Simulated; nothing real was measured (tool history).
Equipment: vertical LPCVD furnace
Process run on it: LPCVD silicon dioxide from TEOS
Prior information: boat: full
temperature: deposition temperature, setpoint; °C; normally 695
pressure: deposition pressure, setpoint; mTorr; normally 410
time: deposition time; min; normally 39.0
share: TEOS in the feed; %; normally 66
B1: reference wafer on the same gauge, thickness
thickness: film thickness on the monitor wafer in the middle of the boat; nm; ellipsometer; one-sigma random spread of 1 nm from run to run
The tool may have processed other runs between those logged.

{"run": 1, "hour": 0.0, "temperature": 695, "pressure": 410, "time": 35.0, "share": 66, "B1": 250.96, "thickness": 260.68}
{"run": 2, "hour": 18.7, "temperature": 698, "pressure": 410, "time": 39.0, "share": 66, "B1": 251.16, "thickness": 310.5}
{"run": 3, "hour": 34.6, "temperature": 698, "pressure": 410, "time": 39.0, "share": 66, "B1": 250.79, "thickness": 312.59}
{"run": 4, "hour": 49.3, "temperature": 695, "pressure": 410, "time": 39.0, "share": 66, "B1": 250.9, "thickness": 290.53}
{"run": 5, "hour": 63.2, "temperature": 695, "pressure": 410, "time": 31.5, "share": 66, "B1": 251.05, "thickness": 235.54}
{"run": 6, "hour": 97.6, "temperature": 695, "pressure": 410, "time": 31.5, "share": 66, "B1": 251.17, "thickness": 235.5}
{"run": 7, "hour": 129.5, "temperature": 695, "pressure": 410, "time": 39.0, "share": 71, "B1": 250.88, "thickness": 303.51}
{"run": 8, "hour": 143.0, "temperature": 695, "pressure": 410, "time": 39.0, "share": 71, "B1": 250.96, "thickness": 300.84}
{"run": 9, "hour": 192.6, "temperature": 695, "pressure": 465, "time": 39.0, "share": 66, "B1": 251.07, "thickness": 309.75}
{"run": 10, "hour": 205.6, "temperature": 695, "pressure": 410, "time": 39.0, "share": 66, "B1": 251.06, "thickness": 289.26}
{"run": 11, "hour": 229.7, "temperature": 695, "pressure": 410, "time": 39.0, "share": 66, "B1": 250.93, "thickness": 291.16}
{"run": 12, "hour": 258.6, "temperature": 706, "pressure": 410, "time": 52.0, "share": 66, "B1": 251.14, "thickness": 503.48}
{"run": 13, "hour": 293.7, "temperature": 683, "pressure": 410, "time": 33.5, "share": 66, "B1": 250.99, "thickness": 187.72}
{"run": 14, "hour": 331.5, "temperature": 695, "pressure": 410, "time": 39.0, "share": 66, "B1": 251.34, "thickness": 292.4}
{"run": 15, "hour": 349.6, "temperature": 707, "pressure": 370, "time": 39.0, "share": 66, "B1": 251.06, "thickness": 363.04}
{"run": 16, "hour": 366.2, "temperature": 695, "pressure": 410, "time": 39.0, "share": 66, "B1": 250.76, "thickness": 289.48}
{"run": 17, "hour": 382.5, "temperature": 706, "pressure": 410, "time": 27.5, "share": 66, "B1": 250.9, "thickness": 262.92}
{"run": 18, "hour": 401.8, "temperature": 695, "pressure": 410, "time": 39.0, "share": 58, "B1": 250.81, "thickness": 272.31}
{"run": 19, "hour": 435.9, "temperature": 687, "pressure": 310, "time": 39.0, "share": 77, "B1": 250.99, "thickness": 225.63}
{"run": 20, "hour": 465.7, "temperature": 695, "pressure": 410, "time": 39.0, "share": 66, "B1": 250.92, "thickness": 290.33}
{"run": 21, "hour": 492.2, "temperature": 695, "pressure": 410, "time": 39.0, "share": 66, "B1": 251.03, "thickness": 290.64}
{"run": 22, "hour": 521.6, "temperature": 695, "pressure": 410, "time": 39.0, "share": 77, "B1": 251.04, "thickness": 314.93}
{"run": 23, "hour": 540.8, "temperature": 695, "pressure": 410, "time": 39.0, "share": 66, "B1": 250.95, "thickness": 289.32}
{"run": 24, "hour": 568.5, "temperature": 689, "pressure": 490, "time": 51.0, "share": 66, "B1": 251.1, "thickness": 359.25}
{"run": 25, "hour": 597.0, "temperature": 695, "pressure": 410, "time": 39.0, "share": 66, "B1": 251.21, "thickness": 289.83}
{"run": 26, "hour": 613.7, "temperature": 695, "pressure": 360, "time": 39.0, "share": 66, "B1": 250.85, "thickness": 273.18}
{"run": 27, "hour": 628.0, "temperature": 695, "pressure": 410, "time": 29.0, "share": 78, "B1": 250.94, "thickness": 235.79}
{"run": 28, "hour": 641.2, "temperature": 690, "pressure": 465, "time": 39.0, "share": 66, "B1": 251.07, "thickness": 275.67}
{"run": 29, "hour": 677.1, "temperature": 695, "pressure": 410, "time": 39.0, "share": 66, "B1": 251.0, "thickness": 289.25}
{"run": 30, "hour": 709.7, "temperature": 703, "pressure": 375, "time": 39.0, "share": 66, "B1": 251.17, "thickness": 333.01}

Not shown: 4 entries that the log had between the listed runs. Between which runs, and how does the tool's hidden state differ before and after?
Between runs 7 and 8: gauge calibrated (hour 131.6)
  nothing in the hidden state changes from one run to the other
Between runs 8 and 9: TEOS flow controller replaced (hour 192.1)
  nothing in the hidden state changes from one run to the other
Between runs 13 and 14: pressure gauge zeroed (hour 331.0)
  nothing in the hidden state changes from one run to the other
Between runs 20 and 21: thermocouples replaced and temperature profile calibrated (hour 490.4)
  nothing in the hidden state changes from one run to the other
